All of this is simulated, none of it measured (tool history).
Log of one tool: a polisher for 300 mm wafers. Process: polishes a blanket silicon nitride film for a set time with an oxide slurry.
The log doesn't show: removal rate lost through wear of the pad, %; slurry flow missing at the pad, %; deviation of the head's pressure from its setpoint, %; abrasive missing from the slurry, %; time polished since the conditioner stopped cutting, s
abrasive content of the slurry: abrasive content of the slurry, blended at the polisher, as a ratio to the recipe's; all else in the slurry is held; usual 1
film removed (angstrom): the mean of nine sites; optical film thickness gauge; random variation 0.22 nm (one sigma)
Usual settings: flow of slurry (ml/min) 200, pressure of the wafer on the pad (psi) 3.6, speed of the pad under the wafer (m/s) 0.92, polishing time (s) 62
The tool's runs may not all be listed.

| run | hour | flow of slurry (ml/min) | pressure of the wafer on the pad (psi) | speed of the pad under the wafer (m/s) | abrasive content of the slurry | polishing time (s) | wafers since the last listed run | wafers polished on this pad | hours since the slurry nozzle was cleaned | hours since the head pressure was calibrated | hours since the slurry blender was calibrated | hours since the conditioning disc was replaced | incoming thickness of the incoming film, nm | film removed (angstrom) |
|---|---|---|---|---|---|---|---|---|---|---|---|---|---|---|
| 1 | 0 | 200 | 3.6 | 0.92 | 1.05 | 62 | 0 | 631 | 525.1 | 0.6 | 7.1 | 103.7 | 437.2 | 345 |
|  | 42.1 | worn pad replaced by a new one |
| 2 | 42.5 | 200 | 3.6 | 0.92 | 1.05 | 62 | 472 | 5 | 567.6 | 43.1 | 49.6 | 146.2 | 425.5 | 345 |
| 3 | 49.6 | 200 | 3.6 | 0.92 | 1.05 | 62 | 87 | 92 | 574.7 | 50.2 | 56.7 | 153.3 | 431 | 346 |
| 4 | 67.2 | 200 | 3.6 | 0.92 | 1 | 62 | 216 | 308 | 592.3 | 67.8 | 74.3 | 170.9 | 432.5 | 336 |
| 5 | 77.2 | 200 | 3.6 | 0.92 | 1 | 62 | 122 | 431 | 602.3 | 77.8 | 84.3 | 180.9 | 428.2 | 337 |
| 6 | 89.7 | 200 | 3.6 | 0.92 | 1 | 62 | 153 | 584 | 614.8 | 90.3 | 96.8 | 193.4 | 425.7 | 335 |
| 7 | 96.2 | 200 | 3.6 | 0.92 | 1 | 48 | 79 | 664 | 621.3 | 96.8 | 103.3 | 199.9 | 428 | 264 |
|  | 106.9 | conditioning disc replaced and pad reconditioned |
| 8 | 109.7 | 200 | 3.6 | 0.92 | 1 | 62 | 141 | 806 | 634.8 | 110.3 | 116.8 | 2.8 | 434 | 338 |
| 9 | 124 | 200 | 4.6 | 0.7 | 1.15 | 75 | 175 | 981 | 649.1 | 124.6 | 131.1 | 17.1 | 423.6 | 448 |
| 10 | 134 | 255 | 3.6 | 1.16 | 0.85 | 47 | 122 | 1104 | 659.1 | 134.6 | 141.1 | 27.1 | 434.6 | 286 |
|  | 138.4 | worn pad replaced by a new one |
| 11 | 141.6 | 200 | 3.6 | 0.92 | 1 | 62 | 44 | 39 | 666.7 | 142.2 | 148.7 | 34.7 | 433.1 | 333 |
| 12 | 149.8 | 145 | 3.6 | 0.76 | 0.7 | 62 | 100 | 140 | 674.9 | 150.4 | 156.9 | 42.9 | 423.3 | 220 |
| 13 | 156.9 | 200 | 3.6 | 1.24 | 1 | 74 | 87 | 227 | 682 | 157.5 | 164 | 50 | 434.2 | 509 |
| 14 | 164.7 | 235 | 4.6 | 0.92 | 1 | 62 | 95 | 323 | 689.8 | 165.3 | 171.8 | 57.8 | 437.4 | 441 |
| 15 | 176.3 | 200 | 3.6 | 0.92 | 1 | 62 | 142 | 465 | 701.4 | 176.9 | 183.4 | 69.4 | 438.5 | 332 |
| 16 | 186.6 | 200 | 3.6 | 0.92 | 1 | 62 | 126 | 592 | 711.7 | 187.2 | 193.7 | 79.7 | 434.4 | 337 |
|  | 195.1 | slurry nozzle cleaned |
| 17 | 200.9 | 265 | 3.6 | 1.08 | 1 | 62 | 163 | 755 | 5.8 | 201.5 | 208 | 94 | 425.5 | 396 |
|  | 214 | slurry blender recalibrated |
| 18 | 214.5 | 200 | 3.6 | 0.92 | 1.1 | 62 | 142 | 897 | 19.4 | 215.1 | 0.5 | 107.6 | 439.3 | 359 |
|  | 224.6 | worn pad replaced by a new one |
| 19 | 225.1 | 180 | 3.6 | 0.84 | 1 | 54 | 81 | 6 | 30 | 225.7 | 11.1 | 118.2 | 431.5 | 270 |
| 20 | 239.3 | 225 | 3.6 | 0.92 | 0.9 | 62 | 174 | 180 | 44.2 | 239.9 | 25.3 | 132.4 | 430.3 | 321 |
| 21 | 250.1 | 165 | 3.6 | 0.64 | 0.9 | 71 | 132 | 313 | 55 | 250.7 | 36.1 | 143.2 | 421.3 | 265 |
| 22 | 257 | 200 | 4.8 | 0.92 | 1 | 62 | 84 | 398 | 61.9 | 257.6 | 43 | 150.1 | 428.7 | 452 |
| 23 | 273.3 | 200 | 3.6 | 0.92 | 1 | 62 | 200 | 598 | 78.2 | 273.9 | 59.3 | 166.4 | 427.3 | 340 |
| 24 | 280.3 | 200 | 3.6 | 0.66 | 1 | 72 | 85 | 684 | 85.2 | 280.9 | 66.3 | 173.4 | 434.8 | 301 |
| 25 | 296.1 | 200 | 3.6 | 0.92 | 0.8 | 62 | 194 | 878 | 101 | 296.7 | 82.1 | 189.2 | 429.5 | 298 |

What the log doesn't show, run by run:
removal rate lost through wear of the pad, %: 0 in every run
slurry flow missing at the pad, %: 0 in every run
deviation of the head's pressure from its setpoint, %: 0 in every run
abrasive missing from the slurry, %: 0 in every run
time polished since the conditioner stopped cutting, s: 0 in every run

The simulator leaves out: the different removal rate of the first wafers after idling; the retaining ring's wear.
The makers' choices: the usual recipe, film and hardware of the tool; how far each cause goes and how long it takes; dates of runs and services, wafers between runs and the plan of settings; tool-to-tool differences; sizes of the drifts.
